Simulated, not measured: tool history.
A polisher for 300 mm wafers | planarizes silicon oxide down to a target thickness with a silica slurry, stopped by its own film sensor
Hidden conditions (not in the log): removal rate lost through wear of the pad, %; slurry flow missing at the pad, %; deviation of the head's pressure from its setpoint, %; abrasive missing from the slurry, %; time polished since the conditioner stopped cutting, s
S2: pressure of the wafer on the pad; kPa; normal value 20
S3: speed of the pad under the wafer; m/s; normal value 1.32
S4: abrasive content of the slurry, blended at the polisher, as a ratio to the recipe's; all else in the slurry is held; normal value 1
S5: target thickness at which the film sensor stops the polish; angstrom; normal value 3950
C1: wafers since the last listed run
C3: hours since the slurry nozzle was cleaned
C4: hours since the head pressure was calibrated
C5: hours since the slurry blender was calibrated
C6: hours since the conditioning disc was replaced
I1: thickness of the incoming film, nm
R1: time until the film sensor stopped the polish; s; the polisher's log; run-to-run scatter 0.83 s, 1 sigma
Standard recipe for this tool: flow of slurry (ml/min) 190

Run 1, hour 0: usual settings but S3 1.58 m/s, S5 4650 angstrom; C1 0; wafers polished on this pad 238; C3 226.3; C4 833.8; C5 97.4; C6 192.3; I1 657.8. Result: R1 74.6 s.
At hour 24.7: conditioning disc replaced and pad reconditioned.
Run 2, hour 46.7: usual settings; C1 415; wafers polished on this pad 653; C3 273; C4 880.5; C5 144.1; C6 22; I1 658.7. Result: R1 115.2 s.
Run 3, hour 96.5: usual settings; C1 463; wafers polished on this pad 1117; C3 322.8; C4 930.3; C5 193.9; C6 71.8; I1 650.6. Result: R1 113.1 s.
At hour 101.8: slurry blender recalibrated.
Run 4, hour 121.3: usual settings but S4 1.2; C1 212; wafers polished on this pad 1329; C3 347.6; C4 955.1; C5 19.5; C6 96.6; I1 640.4. Result: R1 101.4 s.
Run 5, hour 159.1: usual settings but S4 1.2; C1 351; wafers polished on this pad 1680; C3 385.4; C4 992.9; C5 57.3; C6 134.4; I1 647.2. Result: R1 106.6 s.
At hour 188.3: worn pad replaced by a new one.
Run 6, hour 194.9: usual settings but S3 1.04 m/s; C1 295; wafers polished on this pad 61; C3 421.2; C4 1028.7; C5 93.1; C6 170.2; I1 657.9. Result: R1 147 s.
At hour 206.5: slurry nozzle cleaned.
At hour 223.6: conditioning disc replaced and pad reconditioned.
Run 7, hour 256.3: usual settings but S3 1.04 m/s; C1 543; wafers polished on this pad 604; C3 49.8; C4 1090.1; C5 154.5; C6 32.7; I1 643.9. Result: R1 124.4 s.
At hour 277.6: slurry blender recalibrated.
At hour 373.4: worn pad replaced by a new one.
Run 8, hour 424.6: usual settings but S3 1.04 m/s; C1 1509; wafers polished on this pad 476; C3 218.1; C4 1258.4; C5 147; C6 201; I1 640.9. Result: R1 127.9 s.
At hour 451.5: conditioning disc replaced and pad reconditioned.
At hour 477.9: slurry blender recalibrated.
At hour 489.5: head pressure recalibrated.
Run 9, hour 493.1: usual settings; C1 581; wafers polished on this pad 1057; C3 286.6; C4 3.6; C5 15.2; C6 41.6; I1 641.3. Result: R1 104.5 s.
Run 10, hour 532.7: usual settings; C1 368; wafers polished on this pad 1425; C3 326.2; C4 43.2; C5 54.8; C6 81.2; I1 659.3. Result: R1 114.5 s.
At hour 564: slurry nozzle cleaned.
At hour 569.6: worn pad replaced by a new one.
Run 11, hour 575.7: usual settings but S3 1.5 m/s, S5 4450 angstrom; C1 353; wafers polished on this pad 56; C3 11.7; C4 86.2; C5 97.8; C6 124.2; I1 643.1. Result: R1 75.4 s.
Run 12, hour 606.9: usual settings; C1 290; wafers polished on this pad 347; C3 42.9; C4 117.4; C5 129; C6 155.4; I1 655.8. Result: R1 109.7 s.
At hour 647.5: slurry blender recalibrated.
Run 13, hour 648.3: usual settings but S3 1.68 m/s, S4 1.25, S5 4300 angstrom; C1 366; wafers polished on this pad 713; C3 84.3; C4 158.8; C5 0.8; C6 196.8; I1 660.5. Result: R1 75.4 s.
At hour 655.3: conditioning disc replaced and pad reconditioned.
Run 14, hour 675.1: usual settings but flow of slurry (ml/min) 255, S3 0.88 m/s; C1 230; wafers polished on this pad 944; C3 111.1; C4 185.6; C5 27.6; C6 19.8; I1 641.7. Result: R1 136.1 s.
Run 15, hour 710.3: usual settings but flow of slurry (ml/min) 245, S2 24.8 kPa; C1 327; wafers polished on this pad 1271; C3 146.3; C4 220.8; C5 62.8; C6 55; I1 649.2. Result: R1 83.2 s.
At hour 749.4: worn pad replaced by a new one.
Run 16, hour 756.9: usual settings but S2 23.4 kPa, S3 1.58 m/s, S4 1.1, S5 4440 angstrom; C1 396; wafers polished on this pad 70; C3 192.9; C4 267.4; C5 109.4; C6 101.6; I1 644. Result: R1 60.6 s.
Run 17, hour 805.5: usual settings but flow of slurry (ml/min) 255, S4 1.3, S5 4460 angstrom; C1 452; wafers polished on this pad 522; C3 241.5; C4 316; C5 158; C6 150.2; I1 654.6. Result: R1 79 s.
At hour 847: slurry blender recalibrated.
Run 18, hour 853.3: usual settings; C1 426; wafers polished on this pad 948; C3 289.3; C4 363.8; C5 6.3; C6 198; I1 648.8. Result: R1 113 s.
At hour 898.8: conditioning disc replaced and pad reconditioned.
Run 19, hour 906.8: usual settings but flow of slurry (ml/min) 155; C1 479; wafers polished on this pad 1427; C3 342.8; C4 417.3; C5 59.8; C6 8; I1 651.3. Result: R1 118 s.
At hour 922.4: slurry nozzle cleaned.
At hour 935.5: worn pad replaced by a new one.
Run 20, hour 956.3: usual settings but S2 23.4 kPa, S4 0.75, S5 3410 angstrom; C1 413; wafers polished on this pad 193; C3 33.9; C4 466.8; C5 109.3; C6 57.5; I1 650.4. Result: R1 125.5 s.

Here are 4 independent what-if runs from the current tool condition. What would each one return?
Run A, hour 956.8: usual settings; C1 4; wafers polished on this pad 197; C3 34.4; C4 467.3; C5 109.8; C6 58; I1 657.6. Result: R1 ?.
Run B, hour 956.8: usual settings but flow of slurry (ml/min) 155, S2 22.8 kPa, S4 1.25; C1 4; wafers polished on this pad 197; C3 34.4; C4 467.3; C5 109.8; C6 58; I1 657.6. Result: R1 ?.
Run C, hour 956.8: usual settings but flow of slurry (ml/min) 225, S4 0.75, S5 3450 angstrom; C1 4; wafers polished on this pad 197; C3 34.4; C4 467.3; C5 109.8; C6 58; I1 657.6. Result: R1 ?.
Run D, hour 956.8: usual settings but S2 24.1 kPa, S4 0.85; C1 4; wafers polished on this pad 197; C3 34.4; C4 467.3; C5 109.8; C6 58; I1 657.6. Result: R1 ?.

run     R1
  A  109.5
  B   92.2
  C  143.7
  D   98.1
With no hidden state in the tool, these same runs would have given:
run     R1
  A  107.5
  B   90.2
  C  141.3
  D   96.1

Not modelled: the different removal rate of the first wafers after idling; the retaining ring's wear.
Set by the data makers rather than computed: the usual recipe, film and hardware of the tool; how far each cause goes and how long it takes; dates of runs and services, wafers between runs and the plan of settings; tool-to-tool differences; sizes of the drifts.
